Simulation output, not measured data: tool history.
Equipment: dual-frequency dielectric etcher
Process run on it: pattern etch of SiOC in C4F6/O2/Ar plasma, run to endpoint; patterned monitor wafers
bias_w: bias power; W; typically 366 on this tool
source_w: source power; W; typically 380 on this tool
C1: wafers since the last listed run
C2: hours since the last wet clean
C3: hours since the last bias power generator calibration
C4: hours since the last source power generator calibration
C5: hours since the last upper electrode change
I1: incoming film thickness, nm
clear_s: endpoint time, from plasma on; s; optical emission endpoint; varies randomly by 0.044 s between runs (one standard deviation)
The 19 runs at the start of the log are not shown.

{"run": 20, "hour": 457.8, "bias_w": 297, "source_w": 460, "C1": 452, "C2": 486.9, "C3": 139.0, "C4": 157.9, "C5": 1606.0, "I1": 31.42, "clear_s": 11.2}
{"hour": 500.4, "done": "wet clean of the chamber"}
{"run": 21, "hour": 500.9, "bias_w": 366, "source_w": 410, "C1": 322, "C2": 0.5, "C3": 182.1, "C4": 201.0, "C5": 1649.1, "I1": 31.23, "clear_s": 11.3}
{"run": 22, "hour": 501.3, "bias_w": 280, "source_w": 380, "C1": 6, "C2": 0.9, "C3": 182.5, "C4": 201.4, "C5": 1649.5, "I1": 31.24, "clear_s": 12.9}
{"run": 23, "hour": 521.9, "bias_w": 366, "source_w": 380, "C1": 347, "C2": 21.5, "C3": 203.1, "C4": 222.0, "C5": 1670.1, "I1": 31.27, "clear_s": 11.8}
{"run": 24, "hour": 555.4, "bias_w": 366, "source_w": 380, "C1": 565, "C2": 55.0, "C3": 236.6, "C4": 255.5, "C5": 1703.6, "I1": 31.36, "clear_s": 11.9}
{"run": 25, "hour": 571.4, "bias_w": 297, "source_w": 460, "C1": 269, "C2": 71.0, "C3": 252.6, "C4": 271.5, "C5": 1719.6, "I1": 30.74, "clear_s": 11.2}
{"hour": 603.9, "done": "upper electrode replaced"}
{"run": 26, "hour": 604.4, "bias_w": 438, "source_w": 470, "C1": 151, "C2": 104.0, "C3": 285.6, "C4": 304.5, "C5": 0.5, "I1": 31.36, "clear_s": 9.8}
{"run": 27, "hour": 636.2, "bias_w": 343, "source_w": 460, "C1": 536, "C2": 135.8, "C3": 317.4, "C4": 336.3, "C5": 32.3, "I1": 31.25, "clear_s": 10.7}
{"run": 28, "hour": 669.0, "bias_w": 314, "source_w": 430, "C1": 553, "C2": 168.6, "C3": 350.2, "C4": 369.1, "C5": 65.1, "I1": 31.53, "clear_s": 11.5}
{"run": 29, "hour": 704.4, "bias_w": 366, "source_w": 380, "C1": 597, "C2": 204.0, "C3": 385.6, "C4": 404.5, "C5": 100.5, "I1": 31.39, "clear_s": 11.7}
{"run": 30, "hour": 736.8, "bias_w": 286, "source_w": 290, "C1": 546, "C2": 236.4, "C3": 418.0, "C4": 436.9, "C5": 132.9, "I1": 31.56, "clear_s": 15.3}
{"run": 31, "hour": 756.7, "bias_w": 366, "source_w": 380, "C1": 335, "C2": 256.3, "C3": 437.9, "C4": 456.8, "C5": 152.8, "I1": 31.66, "clear_s": 11.7}

Forecast each of these 5 alternatives for the next run:
{"run": "A", "hour": 757.1, "bias_w": 366, "source_w": 300, "C1": 6, "C2": 256.7, "C3": 438.3, "C4": 457.2, "C5": 153.2, "I1": 31.04, "clear_s": "?"}
{"run": "B", "hour": 757.1, "bias_w": 416, "source_w": 450, "C1": 6, "C2": 256.7, "C3": 438.3, "C4": 457.2, "C5": 153.2, "I1": 31.04, "clear_s": "?"}
{"run": "C", "hour": 757.1, "bias_w": 442, "source_w": 330, "C1": 6, "C2": 256.7, "C3": 438.3, "C4": 457.2, "C5": 153.2, "I1": 31.04, "clear_s": "?"}
{"run": "D", "hour": 757.1, "bias_w": 440, "source_w": 380, "C1": 6, "C2": 256.7, "C3": 438.3, "C4": 457.2, "C5": 153.2, "I1": 31.04, "clear_s": "?"}
{"run": "E", "hour": 757.1, "bias_w": 301, "source_w": 460, "C1": 6, "C2": 256.7, "C3": 438.3, "C4": 457.2, "C5": 153.2, "I1": 31.04, "clear_s": "?"}

run=A clear_s=13.3
run=B clear_s=9.9
run=C clear_s=11.7
run=D clear_s=10.7
run=E clear_s=11.0
With no hidden state in the tool, these same runs would have given:
run=A clear_s=13.6
run=B clear_s=10.1
run=C clear_s=11.9
run=D clear_s=10.9
run=E clear_s=11.2
